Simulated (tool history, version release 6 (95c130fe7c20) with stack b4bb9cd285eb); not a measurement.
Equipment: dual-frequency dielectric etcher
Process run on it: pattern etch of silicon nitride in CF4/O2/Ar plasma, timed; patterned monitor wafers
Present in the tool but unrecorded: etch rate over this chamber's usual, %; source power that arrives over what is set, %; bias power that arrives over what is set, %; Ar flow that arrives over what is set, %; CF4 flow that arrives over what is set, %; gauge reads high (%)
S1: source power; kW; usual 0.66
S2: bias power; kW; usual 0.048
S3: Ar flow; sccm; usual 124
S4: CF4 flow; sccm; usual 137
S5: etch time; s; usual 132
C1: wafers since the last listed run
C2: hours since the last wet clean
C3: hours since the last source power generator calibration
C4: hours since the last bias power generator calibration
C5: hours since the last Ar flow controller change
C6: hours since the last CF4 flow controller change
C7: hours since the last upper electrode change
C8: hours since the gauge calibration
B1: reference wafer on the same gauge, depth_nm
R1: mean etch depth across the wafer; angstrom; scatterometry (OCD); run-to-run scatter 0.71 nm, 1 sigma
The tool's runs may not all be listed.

run	day	S1	S2	S3	S4	S5	C1	C2	C3	C4	C5	C6	C7	C8	B1	R1
1	0	0.66	0.04	124	137	132	0	296.4	5331.1	3267.3	2486.1	2003.1	0.8	417	325	2939
# day 0.229: gauge calibrated
# day 0.367: source power generator calibrated
2	0.508	0.66	0.048	124	137	98	72	308.6	3.4	3279.5	2498.3	2015.3	13	6.7	324.9	2378
# day 0.779: bias power generator calibrated
3	1.138	0.66	0.048	124	137	167.5	97	323.7	18.5	8.6	2513.4	2030.4	28.1	21.8	325.1	4077
4	1.667	0.66	0.048	124	137	132	111	336.4	31.2	21.3	2526.1	2043.1	40.8	34.5	325	3208
# day 1.962: CF4 flow controller replaced
5	1.983	0.66	0.048	124	137	132	14	344	38.8	28.9	2533.7	0.5	48.4	42.1	325	3196
6	2.642	0.59	0.048	124	137	132	138	359.8	54.6	44.7	2549.5	16.3	64.2	57.9	325	2828
7	3.046	0.66	0.038	124	137	132	85	369.5	64.3	54.4	2559.2	26	73.9	67.6	325.2	2855
8	3.767	0.8	0.048	134	137	114.5	151	386.8	81.6	71.7	2576.5	43.3	91.2	84.9	324.8	3338
# day 4.342: Ar flow controller replaced
9	4.4	0.66	0.044	124	119	162	80	402	96.8	86.9	1.4	58.5	106.4	100.1	325	3646
# day 5.654: wet clean of the chamber
10	5.675	0.66	0.048	137	137	132	57	0.5	127.4	117.5	32	89.1	137	130.7	324.9	3194
11	5.692	0.73	0.051	124	137	132	3	0.9	127.8	117.9	32.4	89.5	137.4	131.1	325.1	3690
12	6.162	0.66	0.04	124	137	132	99	12.2	139.1	129.2	43.7	100.8	148.7	142.4	324.9	2968
13	6.771	0.66	0.038	124	137	132	128	26.8	153.7	143.8	58.3	115.4	163.3	157	325	2911
14	7.146	0.66	0.044	152	121	115.5	79	35.8	162.7	152.8	67.3	124.4	172.3	166	325.1	2554
15	7.804	0.81	0.052	124	137	132	138	51.6	178.5	168.6	83.1	140.2	188.1	181.8	325	4166

What does the tool deliver on the next run?
16	8.117	0.51	0.045	124	137	132	65	59.1	186	176.1	90.6	147.7	195.6	189.3	?	?

{"run 16": {"B1": 325, "R1": 2372}}
Minus the tool's unlogged condition, the same run would have read R1 2373 angstrom.
